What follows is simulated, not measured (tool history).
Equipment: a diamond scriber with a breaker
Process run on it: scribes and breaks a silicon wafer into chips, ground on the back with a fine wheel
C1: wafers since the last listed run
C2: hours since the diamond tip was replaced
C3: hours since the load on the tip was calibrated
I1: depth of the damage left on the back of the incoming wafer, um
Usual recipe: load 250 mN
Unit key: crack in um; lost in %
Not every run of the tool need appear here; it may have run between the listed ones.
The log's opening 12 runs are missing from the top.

-- hour=630.9 diamond tip replaced by a new one
run 13 hour=648.0 | load=309 | C1=178 C2=17.1 C3=1657.1 | I1=2.50 | crack=10.04 lost=9.68
run 14 hour=717.0 | load=309 | C1=203 C2=86.1 C3=1726.1 | I1=2.19 | crack=10.30 lost=9.87
run 15 hour=767.0 | load=309 | C1=147 C2=136.1 C3=1776.1 | I1=2.11 | crack=10.32 lost=9.53
-- hour=818.6 load on the tip recalibrated
run 16 hour=821.0 | load=250 | C1=153 C2=190.1 C3=2.4 | I1=2.37 | crack=8.12 lost=3.98
run 17 hour=853.0 | load=250 | C1=94 C2=222.1 C3=34.4 | I1=2.94 | crack=8.07 lost=6.41
run 18 hour=908.1 | load=250 | C1=162 C2=277.2 C3=89.5 | I1=2.89 | crack=8.45 lost=5.73
run 19 hour=937.7 | load=250 | C1=87 C2=306.8 C3=119.1 | I1=2.81 | crack=8.54 lost=5.55
run 20 hour=985.8 | load=202 | C1=141 C2=354.9 C3=167.2 | I1=2.30 | crack=7.12 lost=6.78
run 21 hour=1020.5 | load=311 | C1=102 C2=389.6 C3=201.9 | I1=2.26 | crack=10.14 lost=8.01
run 22 hour=1090.3 | load=188 | C1=205 C2=459.4 C3=271.7 | I1=2.12 | crack=6.94 lost=7.34
run 23 hour=1117.5 | load=205 | C1=80 C2=486.6 C3=298.9 | I1=2.59 | crack=7.21 lost=7.02
run 24 hour=1146.0 | load=184 | C1=83 C2=515.1 C3=327.4 | I1=2.59 | crack=6.74 lost=11.32
run 25 hour=1207.9 | load=320 | C1=182 C2=577.0 C3=389.3 | I1=1.85 | crack=10.26 lost=9.84
run 26 hour=1246.1 | load=322 | C1=112 C2=615.2 C3=427.5 | I1=1.92 | crack=10.37 lost=9.70
run 27 hour=1293.5 | load=183 | C1=139 C2=662.6 C3=474.9 | I1=1.78 | crack=6.81 lost=5.94
run 28 hour=1322.0 | load=288 | C1=83 C2=691.1 C3=503.4 | I1=1.76 | crack=9.45 lost=5.78
-- hour=1374.0 diamond tip replaced by a new one
run 29 hour=1378.4 | load=219 | C1=160 C2=4.4 C3=559.8 | I1=2.77 | crack=7.53 lost=6.22

Run 30 has not been measured yet. What should we expect?
run 30 hour=1574.4 | load=250 | C1=577 C2=200.4 C3=755.8 | I1=1.92 | crack=? lost=?

Run 30 gave crack 8.68 um, lost 3.47 %.
Take away the tool's hidden state, keep the run-to-run variation as it was, and the same run would have given crack 7.90 um, lost 2.75 %.
